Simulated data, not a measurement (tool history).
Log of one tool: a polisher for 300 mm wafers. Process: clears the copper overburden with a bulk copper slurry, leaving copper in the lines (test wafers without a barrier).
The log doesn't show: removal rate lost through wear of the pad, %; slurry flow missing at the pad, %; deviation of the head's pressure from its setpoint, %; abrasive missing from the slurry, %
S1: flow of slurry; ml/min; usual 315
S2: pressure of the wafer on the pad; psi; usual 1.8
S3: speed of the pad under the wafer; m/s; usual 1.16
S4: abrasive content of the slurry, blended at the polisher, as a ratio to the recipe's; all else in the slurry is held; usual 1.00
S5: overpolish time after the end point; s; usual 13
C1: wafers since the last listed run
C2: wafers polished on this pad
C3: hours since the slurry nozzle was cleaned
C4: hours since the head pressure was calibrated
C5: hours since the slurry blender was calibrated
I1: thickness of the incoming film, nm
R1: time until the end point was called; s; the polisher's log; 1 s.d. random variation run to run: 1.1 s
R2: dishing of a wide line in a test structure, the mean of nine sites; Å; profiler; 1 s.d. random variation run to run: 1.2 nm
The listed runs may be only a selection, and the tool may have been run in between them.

Run 1, hour 0.0: usual settings; C1 0; C2 1037; C3 224.1; C4 42.3; C5 119.1; I1 695.7. Result: R1 86.7 s, R2 569 Å.
Run 2, hour 53.2: usual settings; C1 337; C2 1374; C3 277.3; C4 95.5; C5 172.3; I1 690.4. Result: R1 83.2 s, R2 570 Å.
Run 3, hour 117.8: usual settings; C1 410; C2 1784; C3 341.9; C4 160.1; C5 236.9; I1 702.6. Result: R1 89.9 s, R2 568 Å.
At hour 137.0: worn pad replaced by a new one.
At hour 175.0: slurry blender recalibrated.
Run 4, hour 180.2: usual settings; C1 358; C2 261; C3 404.3; C4 222.5; C5 5.2; I1 693.9. Result: R1 83.0 s, R2 580 Å.
Run 5, hour 216.3: usual settings but S3 0.90 m/s; C1 229; C2 490; C3 440.4; C4 258.6; C5 41.3; I1 695.1. Result: R1 106.7 s, R2 500 Å.
Run 6, hour 245.5: usual settings; C1 185; C2 675; C3 469.6; C4 287.8; C5 70.5; I1 701.2. Result: R1 85.7 s, R2 568 Å.
Run 7, hour 292.9: usual settings; C1 300; C2 976; C3 517.0; C4 335.2; C5 117.9; I1 699.3. Result: R1 86.3 s, R2 582 Å.
Run 8, hour 326.3: usual settings; C1 212; C2 1188; C3 550.4; C4 368.6; C5 151.3; I1 691.1. Result: R1 84.2 s, R2 566 Å.
At hour 372.6: head pressure recalibrated.
Run 9, hour 390.0: usual settings; C1 391; C2 1580; C3 614.1; C4 17.4; C5 215.0; I1 692.8. Result: R1 87.9 s, R2 558 Å.
At hour 443.7: worn pad replaced by a new one.
Run 10, hour 444.9: usual settings; C1 323; C2 7; C3 669.0; C4 72.3; C5 269.9; I1 688.4. Result: R1 87.6 s, R2 543 Å.
Run 11, hour 498.3: usual settings but S1 355 ml/min; C1 338; C2 346; C3 722.4; C4 125.7; C5 323.3; I1 706.2. Result: R1 88.1 s, R2 551 Å.
At hour 508.1: slurry blender recalibrated.
At hour 533.2: slurry nozzle cleaned.
Run 12, hour 564.8: usual settings; C1 403; C2 749; C3 31.6; C4 192.2; C5 56.7; I1 695.0. Result: R1 84.4 s, R2 565 Å.
Run 13, hour 740.5: usual settings; C1 1115; C2 1864; C3 207.3; C4 367.9; C5 232.4; I1 700.3. Result: R1 89.4 s, R2 569 Å.
At hour 772.1: worn pad replaced by a new one.
At hour 817.3: head pressure recalibrated.
Run 14, hour 839.5: usual settings; C1 590; C2 414; C3 306.3; C4 22.2; C5 331.4; I1 693.9. Result: R1 90.8 s, R2 561 Å.
At hour 876.8: slurry blender recalibrated.
Run 15, hour 902.0: usual settings but S2 1.6 psi, S3 0.82 m/s; C1 384; C2 798; C3 368.8; C4 84.7; C5 25.2; I1 692.2. Result: R1 126.2 s, R2 435 Å.
Run 16, hour 989.1: usual settings; C1 552; C2 1351; C3 455.9; C4 171.8; C5 112.3; I1 696.1. Result: R1 85.0 s, R2 580 Å.
Run 17, hour 1045.3: usual settings but S1 230 ml/min, S3 0.84 m/s, S4 1.25, S5 5 s; C1 356; C2 1708; C3 512.1; C4 228.0; C5 168.5; I1 684.5. Result: R1 115.6 s, R2 209 Å.
At hour 1099.8: worn pad replaced by a new one.
Run 18, hour 1100.8: usual settings but S2 1.3 psi, S3 0.88 m/s, S5 21 s; C1 326; C2 6; C3 567.6; C4 283.5; C5 224.0; I1 701.7. Result: R1 142.9 s, R2 554 Å.
Run 19, hour 1143.8: usual settings but S1 400 ml/min, S2 2.1 psi, S4 0.90; C1 272; C2 279; C3 610.6; C4 326.5; C5 267.0; I1 688.0. Result: R1 81.4 s, R2 581 Å.
At hour 1156.5: slurry blender recalibrated.
Run 20, hour 1203.2: usual settings but S1 235 ml/min, S5 8 s; C1 364; C2 643; C3 670.0; C4 385.9; C5 46.7; I1 699.4. Result: R1 88.8 s, R2 399 Å.
Run 21, hour 1243.0: usual settings but S2 2.3 psi, S5 18 s; C1 252; C2 896; C3 709.8; C4 425.7; C5 86.5; I1 689.6. Result: R1 72.4 s, R2 734 Å.
At hour 1293.1: slurry nozzle cleaned.
At hour 1296.0: head pressure recalibrated.
Run 22, hour 1304.3: usual settings but S1 355 ml/min, S2 1.4 psi, S4 0.85, S5 16 s; C1 370; C2 1266; C3 11.2; C4 8.3; C5 147.8; I1 695.4. Result: R1 101.0 s, R2 578 Å.
Run 23, hour 1444.2: usual settings but S2 1.5 psi, S3 1.26 m/s, S5 10 s; C1 888; C2 2154; C3 151.1; C4 148.2; C5 287.7; I1 702.6. Result: R1 93.1 s, R2 461 Å.
At hour 1457.5: worn pad replaced by a new one.
Run 24, hour 1484.7: usual settings but S2 1.5 psi, S3 1.26 m/s, S5 10 s; C1 231; C2 172; C3 191.6; C4 188.7; C5 328.2; I1 708.6. Result: R1 92.7 s, R2 448 Å.
At hour 1520.0: slurry blender recalibrated.
Run 25, hour 1533.0: usual settings but S1 410 ml/min; C1 293; C2 466; C3 239.9; C4 237.0; C5 13.0; I1 698.9. Result: R1 81.9 s, R2 589 Å.
Run 26, hour 1575.7: usual settings but S2 2.1 psi, S5 15 s; C1 271; C2 737; C3 282.6; C4 279.7; C5 55.7; I1 686.5. Result: R1 75.2 s, R2 661 Å.
Run 27, hour 1632.0: usual settings but S1 210 ml/min, S2 2.1 psi, S3 1.44 m/s, S4 0.70; C1 357; C2 1095; C3 338.9; C4 336.0; C5 112.0; I1 697.8. Result: R1 69.2 s, R2 643 Å.

Predict each of these 4 candidate next runs independently; none follows another, all start after run 27:
Run A, hour 1632.5: usual settings; C1 3; C2 1098; C3 339.4; C4 336.5; C5 112.5; I1 698.8. Result: R1 ?, R2 ?.
Run B, hour 1632.5: usual settings but S2 1.3 psi, S3 1.44 m/s, S4 0.85, S5 20 s; C1 3; C2 1098; C3 339.4; C4 336.5; C5 112.5; I1 698.8. Result: R1 ?, R2 ?.
Run C, hour 1632.5: usual settings but S1 215 ml/min, S2 2.4 psi, S3 0.82 m/s, S5 8 s; C1 3; C2 1098; C3 339.4; C4 336.5; C5 112.5; I1 698.8. Result: R1 ?, R2 ?.
Run D, hour 1632.5: usual settings but S1 275 ml/min, S5 18 s; C1 3; C2 1098; C3 339.4; C4 336.5; C5 112.5; I1 698.8. Result: R1 ?, R2 ?.

run     R1   R2
  A   86.7  570
  B   86.6  694
  C  105.2  358
  D   87.6  680
Take away the tool's hidden state, keep each run's random variation, and the runs would have read:
run     R1   R2
  A   84.7  578
  B   84.6  701
  C  102.8  364
  D   85.6  688

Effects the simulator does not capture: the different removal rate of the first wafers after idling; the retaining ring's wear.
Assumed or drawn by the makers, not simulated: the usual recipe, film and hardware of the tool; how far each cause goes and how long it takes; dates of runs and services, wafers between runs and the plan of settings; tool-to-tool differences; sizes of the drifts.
